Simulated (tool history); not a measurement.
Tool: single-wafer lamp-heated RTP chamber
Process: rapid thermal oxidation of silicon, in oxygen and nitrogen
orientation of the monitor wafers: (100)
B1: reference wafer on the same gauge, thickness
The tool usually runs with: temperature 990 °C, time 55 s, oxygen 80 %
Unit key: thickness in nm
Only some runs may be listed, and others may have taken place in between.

{"run": 1, "hour": 0.0, "temperature": 990, "time": 40, "oxygen": 80, "B1": 5.265, "thickness": 3.982}
{"hour": 49.0, "done": "pyrometer window cleaned and pyrometer calibrated"}
{"run": 2, "hour": 49.5, "temperature": 990, "time": 40, "oxygen": 80, "B1": 5.26, "thickness": 3.916}
{"run": 3, "hour": 80.6, "temperature": 990, "time": 55, "oxygen": 80, "B1": 5.25, "thickness": 4.429}
{"run": 4, "hour": 150.8, "temperature": 969, "time": 55, "oxygen": 80, "B1": 5.255, "thickness": 3.864}
{"run": 5, "hour": 202.5, "temperature": 969, "time": 55, "oxygen": 80, "B1": 5.261, "thickness": 3.911}
{"run": 6, "hour": 282.4, "temperature": 969, "time": 55, "oxygen": 80, "B1": 5.258, "thickness": 3.885}
{"run": 7, "hour": 360.4, "temperature": 990, "time": 55, "oxygen": 64, "B1": 5.26, "thickness": 4.224}
{"run": 8, "hour": 422.6, "temperature": 996, "time": 55, "oxygen": 68, "B1": 5.26, "thickness": 4.455}
{"run": 9, "hour": 481.3, "temperature": 996, "time": 71, "oxygen": 80, "B1": 5.258, "thickness": 5.278}
{"run": 10, "hour": 538.8, "temperature": 981, "time": 55, "oxygen": 80, "B1": 5.268, "thickness": 4.278}
{"run": 11, "hour": 579.2, "temperature": 981, "time": 55, "oxygen": 80, "B1": 5.26, "thickness": 4.216}
{"run": 12, "hour": 754.5, "temperature": 990, "time": 55, "oxygen": 80, "B1": 5.259, "thickness": 4.58}
{"hour": 780.1, "done": "gauge calibrated"}
{"run": 13, "hour": 837.9, "temperature": 964, "time": 68, "oxygen": 98, "B1": 5.258, "thickness": 4.464}
{"hour": 863.7, "done": "oxygen flow controller replaced"}
{"hour": 882.6, "done": "pyrometer window cleaned and pyrometer calibrated"}
{"run": 14, "hour": 906.0, "temperature": 990, "time": 55, "oxygen": 80, "B1": 5.266, "thickness": 4.469}
{"run": 15, "hour": 949.9, "temperature": 1018, "time": 33, "oxygen": 80, "B1": 5.258, "thickness": 4.399}
{"run": 16, "hour": 1054.6, "temperature": 990, "time": 55, "oxygen": 80, "B1": 5.258, "thickness": 4.493}
{"run": 17, "hour": 1100.6, "temperature": 1008, "time": 55, "oxygen": 50, "B1": 5.253, "thickness": 4.371}
{"run": 18, "hour": 1205.3, "temperature": 998, "time": 55, "oxygen": 92, "B1": 5.259, "thickness": 5.079}
{"run": 19, "hour": 1249.2, "temperature": 990, "time": 55, "oxygen": 80, "B1": 5.26, "thickness": 4.558}
{"run": 20, "hour": 1287.9, "temperature": 1009, "time": 34, "oxygen": 89, "B1": 5.267, "thickness": 4.385}
{"run": 21, "hour": 1328.6, "temperature": 990, "time": 38, "oxygen": 56, "B1": 5.265, "thickness": 3.442}
{"run": 22, "hour": 1402.7, "temperature": 975, "time": 71, "oxygen": 51, "B1": 5.256, "thickness": 3.904}
{"run": 23, "hour": 1444.2, "temperature": 978, "time": 69, "oxygen": 80, "B1": 5.266, "thickness": 4.613}

Predict each of these 3 candidate next runs independently; none follows another, all start after run 23:
{"run": "A", "hour": 1444.7, "temperature": 990, "time": 55, "oxygen": 98, "B1": "?", "thickness": "?"}
{"run": "B", "hour": 1444.7, "temperature": 965, "time": 55, "oxygen": 98, "B1": "?", "thickness": "?"}
{"run": "C", "hour": 1444.7, "temperature": 990, "time": 55, "oxygen": 52, "B1": "?", "thickness": "?"}

run=A B1=5.258 thickness=4.900
run=B B1=5.258 thickness=4.084
run=C B1=5.258 thickness=3.968
With no hidden state in the tool, these same runs would have given:
run=A thickness=4.796
run=B thickness=3.999
run=C thickness=3.890
